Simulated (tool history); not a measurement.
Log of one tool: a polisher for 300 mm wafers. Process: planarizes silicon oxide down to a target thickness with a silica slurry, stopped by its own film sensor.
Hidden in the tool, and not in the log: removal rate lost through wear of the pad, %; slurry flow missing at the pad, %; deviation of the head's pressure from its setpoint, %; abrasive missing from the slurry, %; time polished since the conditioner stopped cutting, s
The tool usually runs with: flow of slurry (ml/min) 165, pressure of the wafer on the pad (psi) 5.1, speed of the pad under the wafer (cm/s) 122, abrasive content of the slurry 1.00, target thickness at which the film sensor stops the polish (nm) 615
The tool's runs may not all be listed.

| run | hour | flow of slurry (ml/min) | pressure of the wafer on the pad (psi) | speed of the pad under the wafer (cm/s) | abrasive content of the slurry | target thickness at which the film sensor stops the polish (nm) | wafers since the last listed run | wafers polished on this pad | hours since the slurry nozzle was cleaned | hours since the head pressure was calibrated | hours since the slurry blender was calibrated | hours since the conditioning disc was replaced | incoming thickness of the incoming film, nm | time until the film sensor stopped the polish (s) |
|---|---|---|---|---|---|---|---|---|---|---|---|---|---|---|
| 1 | 0.0 | 165 | 5.1 | 122 | 1.00 | 615 | 0 | 59 | 588.2 | 855.0 | 86.9 | 178.2 | 1104.3 | 100.2 |
| 2 | 27.6 | 165 | 5.1 | 122 | 1.00 | 615 | 153 | 213 | 615.8 | 882.6 | 114.5 | 205.8 | 1115.7 | 102.2 |
| 3 | 41.7 | 165 | 5.1 | 122 | 0.85 | 615 | 78 | 291 | 629.9 | 896.7 | 128.6 | 219.9 | 1141.6 | 120.3 |
| 4 | 61.3 | 165 | 5.1 | 122 | 0.85 | 615 | 109 | 401 | 649.5 | 916.3 | 148.2 | 239.5 | 1126.6 | 118.1 |
| 5 | 78.7 | 165 | 5.1 | 122 | 0.85 | 615 | 97 | 498 | 666.9 | 933.7 | 165.6 | 256.9 | 1119.3 | 120.6 |
| 6 | 100.4 | 165 | 5.1 | 122 | 1.00 | 615 | 121 | 619 | 688.6 | 955.4 | 187.3 | 278.6 | 1106.2 | 102.5 |
|  | 120.6 | worn pad replaced by a new one |
| 7 | 131.6 | 165 | 5.1 | 122 | 1.00 | 615 | 151 | 61 | 719.8 | 986.6 | 218.5 | 309.8 | 1131.3 | 112.8 |
|  | 146.6 | slurry blender recalibrated |
| 8 | 216.6 | 140 | 5.1 | 122 | 1.00 | 615 | 462 | 524 | 804.8 | 1071.6 | 70.0 | 394.8 | 1102.9 | 109.6 |
|  | 227.6 | slurry nozzle cleaned |
| 9 | 252.0 | 165 | 5.1 | 148 | 1.00 | 615 | 191 | 716 | 24.4 | 1107.0 | 105.4 | 430.2 | 1098.5 | 92.9 |
|  | 260.6 | worn pad replaced by a new one |
|  | 270.5 | conditioning disc replaced and pad reconditioned |
| 10 | 284.4 | 165 | 5.1 | 122 | 1.00 | 615 | 147 | 121 | 56.8 | 1139.4 | 137.8 | 13.9 | 1137.4 | 106.5 |
|  | 306.1 | head pressure recalibrated |
| 11 | 306.6 | 165 | 6.4 | 122 | 1.25 | 495 | 112 | 233 | 79.0 | 0.5 | 160.0 | 36.1 | 1110.9 | 87.8 |
| 12 | 341.0 | 165 | 5.1 | 156 | 1.00 | 615 | 191 | 425 | 113.4 | 34.9 | 194.4 | 70.5 | 1111.3 | 84.2 |
| 13 | 366.6 | 125 | 5.1 | 122 | 1.00 | 615 | 142 | 568 | 139.0 | 60.5 | 220.0 | 96.1 | 1111.0 | 108.1 |
| 14 | 386.9 | 165 | 4.6 | 148 | 0.90 | 615 | 113 | 681 | 159.3 | 80.8 | 240.3 | 116.4 | 1123.9 | 105.2 |
| 15 | 400.0 | 165 | 5.1 | 122 | 1.00 | 615 | 73 | 754 | 172.4 | 93.9 | 253.4 | 129.5 | 1111.4 | 102.0 |
|  | 417.6 | worn pad replaced by a new one |
| 16 | 420.3 | 165 | 6.2 | 122 | 0.80 | 615 | 90 | 15 | 192.7 | 114.2 | 273.7 | 149.8 | 1113.0 | 97.5 |
|  | 423.7 | slurry blender recalibrated |
| 17 | 442.0 | 165 | 5.8 | 122 | 1.20 | 668 | 109 | 124 | 214.4 | 135.9 | 18.3 | 171.5 | 1114.6 | 74.4 |
| 18 | 467.6 | 165 | 5.1 | 144 | 1.15 | 615 | 142 | 267 | 240.0 | 161.5 | 43.9 | 197.1 | 1124.0 | 84.9 |
| 19 | 486.6 | 125 | 5.1 | 122 | 1.00 | 615 | 105 | 373 | 259.0 | 180.5 | 62.9 | 216.1 | 1115.1 | 110.5 |
| 20 | 508.2 | 110 | 3.7 | 122 | 1.00 | 615 | 120 | 494 | 280.6 | 202.1 | 84.5 | 237.7 | 1145.0 | 167.8 |
| 21 | 544.1 | 205 | 5.1 | 122 | 1.00 | 690 | 200 | 694 | 316.5 | 238.0 | 120.4 | 273.6 | 1116.4 | 84.6 |
| 22 | 561.8 | 205 | 6.3 | 106 | 1.00 | 615 | 98 | 792 | 334.2 | 255.7 | 138.1 | 291.3 | 1126.6 | 94.0 |
|  | 575.4 | worn pad replaced by a new one |
| 23 | 595.3 | 165 | 3.9 | 156 | 0.75 | 508 | 164 | 110 | 367.7 | 289.2 | 171.6 | 324.8 | 1117.2 | 168.2 |
| 24 | 621.0 | 190 | 5.1 | 122 | 1.00 | 615 | 143 | 254 | 393.4 | 314.9 | 197.3 | 350.5 | 1118.6 | 104.8 |

Each row is a separate what-if for the run after 24, all from the same tool condition, not one after another. Results?
| A | 621.5 | 165 | 5.1 | 122 | 1.00 | 512 | 2 | 257 | 393.9 | 315.4 | 197.8 | 351.0 | 1115.2 | ? |
| B | 621.5 | 200 | 5.1 | 90 | 0.90 | 615 | 2 | 257 | 393.9 | 315.4 | 197.8 | 351.0 | 1115.2 | ? |
| C | 621.5 | 215 | 5.7 | 122 | 1.15 | 615 | 2 | 257 | 393.9 | 315.4 | 197.8 | 351.0 | 1115.2 | ? |
| D | 621.5 | 200 | 6.1 | 122 | 1.00 | 615 | 2 | 257 | 393.9 | 315.4 | 197.8 | 351.0 | 1115.2 | ? |
| E | 621.5 | 185 | 6.2 | 122 | 0.75 | 615 | 2 | 257 | 393.9 | 315.4 | 197.8 | 351.0 | 1115.2 | ? |

| run | time until the film sensor stopped the polish (s) |
|---|---|
| A | 128.7 |
| B | 138.7 |
| C | 85.6 |
| D | 87.5 |
| E | 105.9 |
Without the tool's unlogged condition, the same runs would have read:
| run | time until the film sensor stopped the polish (s) |
|---|---|
| A | 120.5 |
| B | 132.0 |
| C | 79.7 |
| D | 81.1 |
| E | 98.0 |

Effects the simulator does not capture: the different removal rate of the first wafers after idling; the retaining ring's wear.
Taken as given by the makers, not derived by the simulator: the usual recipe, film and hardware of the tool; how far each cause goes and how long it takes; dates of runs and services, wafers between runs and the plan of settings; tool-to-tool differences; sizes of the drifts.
